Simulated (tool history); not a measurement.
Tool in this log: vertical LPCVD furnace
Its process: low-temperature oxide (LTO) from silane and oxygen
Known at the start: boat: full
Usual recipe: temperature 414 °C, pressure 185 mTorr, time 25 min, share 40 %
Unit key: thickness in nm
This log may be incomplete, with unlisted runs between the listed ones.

run,hour,temperature,pressure,time,share,"read-back reference wafer on the same gauge, thickness",thickness
1,0,414,185,25,40,216.05,252.53
2,80.4,414,185,31.5,40,216.09,317.91
3,245.2,414,185,17,40,216.03,172.03
4,316.5,414,185,17,40,216.1,172.17
5,410.7,414,185,17,40,215.95,171.62
6,505.4,414,185,25,40,215.96,252.65
7,549.7,414,185,25,40,215.93,253.06
# hour 668.8: gauge calibrated
8,729.4,414,185,25,40,216.01,254.04
9,772.7,414,185,25,40,215.99,252.94
10,860.4,414,185,25,46,216.1,292.85
# hour 904.7: silane flow controller replaced
11,964.3,424,185,25,35,216.05,239.82
12,1050.8,414,145,25,34,216,164.41
13,1153.3,414,185,25,38,216.05,239.27
14,1225.8,419,205,25,47,215.98,345.18
# hour 1292.7: thermocouples replaced and temperature profile calibrated
# hour 1301.7: pressure gauge zeroed
15,1313.6,414,185,25,40,216.01,231.72
16,1421.3,422,160,25,34,216.03,179.27
17,1578.5,414,185,25,40,216.08,236.1
18,1658.1,414,185,25,40,215.97,235.94
# hour 1713.2: gauge calibrated
19,1761.9,414,205,25,40,215.95,262.83
20,1855.9,414,185,25,40,216,238.53

3 options for the next run, each taken on its own from the tool as it stands now. Forecast them:
A,1860.7,414,185,25,40,?,?
B,1860.7,414,185,18,46,?,?
C,1860.7,407,155,25,34,?,?

run,"read-back reference wafer on the same gauge, thickness",thickness
A,216.02,238.43
B,216.02,198.48
C,216.02,151.65
Had the tool no hidden state, the same runs would have come out as:
run,thickness
A,232.34
B,193.56
C,147.32
